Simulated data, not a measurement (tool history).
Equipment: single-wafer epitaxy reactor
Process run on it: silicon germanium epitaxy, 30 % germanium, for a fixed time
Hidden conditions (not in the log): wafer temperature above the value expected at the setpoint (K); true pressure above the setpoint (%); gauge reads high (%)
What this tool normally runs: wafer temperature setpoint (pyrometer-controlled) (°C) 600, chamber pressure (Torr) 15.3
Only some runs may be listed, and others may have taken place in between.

run   hour  wafer temperature setpoint (pyrometer-controlled) (°C)  chamber pressure (Torr)  wafers since the last listed run  hours since the last pyrometer calibration  hours since the last manometer calibration  hours since the showerhead was replaced  hours since the gauge calibration  read-back reference wafer on the same gauge, thickness_nm  mean film thickness on the monitor wafer (Å)
  1    0.0                                                     600                     15.3                                 0                                      1582.8                                      2485.9                                   3605.1                              262.0                                                     59.544                                        547.88
  2   31.8                                                     604                     15.3                               636                                      1614.6                                      2517.7                                   3636.9                              293.8                                                     59.682                                        585.56
  3   63.4                                                     600                     15.3                               632                                      1646.2                                      2549.3                                   3668.5                              325.4                                                     59.673                                        551.31
  4   93.3                                                     606                     15.3                               598                                      1676.1                                      2579.2                                   3698.4                              355.3                                                     59.589                                        605.45
  5  123.9                                                     606                     15.3                               612                                      1706.7                                      2609.8                                   3729.0                              385.9                                                     59.584                                        606.41
  6  149.5                                                     606                     15.3                               512                                      1732.3                                      2635.4                                   3754.6                              411.5                                                     59.607                                        605.67
  7  184.2                                                     600                     16.6                               694                                      1767.0                                      2670.1                                   3789.3                              446.2                                                     59.628                                        568.07
  8  217.7                                                     600                     16.6                               670                                      1800.5                                      2703.6                                   3822.8                              479.7                                                     59.591                                        571.25
     232.4  -- pyrometer calibrated
  9  233.7                                                     600                     16.6                               160                                         1.3                                      2719.6                                   3838.8                              495.7                                                     59.619                                        619.84
 10  249.3                                                     589                     15.3                               312                                        16.9                                      2735.2                                   3854.4                              511.3                                                     59.559                                        503.43
     253.6  -- gauge calibrated
     270.2  -- capacitance manometer re-zeroed and calibrated
 11  270.7                                                     589                     15.3                               268                                        38.3                                         0.5                                   3875.8                               17.1                                                     59.579                                        499.22
     289.6  -- showerhead replaced
 12  290.1                                                     589                     15.3                               228                                        57.7                                        19.9                                      0.5                               36.5                                                     59.581                                        496.93
 13  307.6                                                     600                     15.3                               350                                        75.2                                        37.4                                     18.0                               54.0                                                     59.638                                        594.52
 14  336.4                                                     600                     15.3                               576                                       104.0                                        66.2                                     46.8                               82.8                                                     59.605                                        592.92
 15  418.6                                                     608                     13.3                              1644                                       186.2                                       148.4                                    129.0                              165.0                                                     59.648                                        626.15
 16  432.6                                                     600                     12.6                               280                                       200.2                                       162.4                                    143.0                              179.0                                                     59.552                                        535.18
 17  458.3                                                     588                     16.8                               514                                       225.9                                       188.1                                    168.7                              204.7                                                     59.613                                        503.43
 18  477.0                                                     600                     18.9                               374                                       244.6                                       206.8                                    187.4                              223.4                                                     59.606                                        643.07
 19  490.1                                                     589                     15.3                               262                                       257.7                                       219.9                                    200.5                              236.5                                                     59.567                                        484.93
 20  506.4                                                     591                     16.8                               326                                       274.0                                       236.2                                    216.8                              252.8                                                     59.625                                        523.85
 21  524.5                                                     609                     18.8                               362                                       292.1                                       254.3                                    234.9                              270.9                                                     59.659                                        733.29
 22  555.9                                                     600                     16.4                               628                                       323.5                                       285.7                                    266.3                              302.3                                                     59.525                                        600.10
 23  571.4                                                     600                     15.3                               310                                       339.0                                       301.2                                    281.8                              317.8                                                     59.595                                        575.33
 24  602.7                                                     615                     18.9                               626                                       370.3                                       332.5                                    313.1                              349.1                                                     59.606                                        804.58
 25  629.9                                                     594                     11.8                               544                                       397.5                                       359.7                                    340.3                              376.3                                                     59.588                                        461.49
 26  665.3                                                     588                     16.8                               708                                       432.9                                       395.1                                    375.7                              411.7                                                     59.627                                        493.36
 27  692.2                                                     593                     16.4                               538                                       459.8                                       422.0                                    402.6                              438.6                                                     59.614                                        527.88
 28  704.6                                                     600                     16.6                               248                                       472.2                                       434.4                                    415.0                              451.0                                                     59.649                                        592.75
 29  740.3                                                     600                     16.4                               714                                       507.9                                       470.1                                    450.7                              486.7                                                     59.576                                        591.07

Alternative continuations, all from the tool just after run 29; predict every row:
  A  740.7                                                     600                     13.0                                 8                                       508.3                                       470.5                                    451.1                              487.1                                                          ?                                             ?
  B  740.7                                                     594                     15.3                                 8                                       508.3                                       470.5                                    451.1                              487.1                                                          ?                                             ?
  C  740.7                                                     589                     19.0                                 8                                       508.3                                       470.5                                    451.1                              487.1                                                          ?                                             ?

run  read-back reference wafer on the same gauge, thickness_nm  mean film thickness on the monitor wafer (Å)
  A                                                     59.612                                        528.09
  B                                                     59.612                                        517.04
  C                                                     59.612                                        525.63
Without the tool's hidden state the same runs would have given:
run  mean film thickness on the monitor wafer (Å)
  A                                        552.99
  B                                        541.74
  C                                        551.00
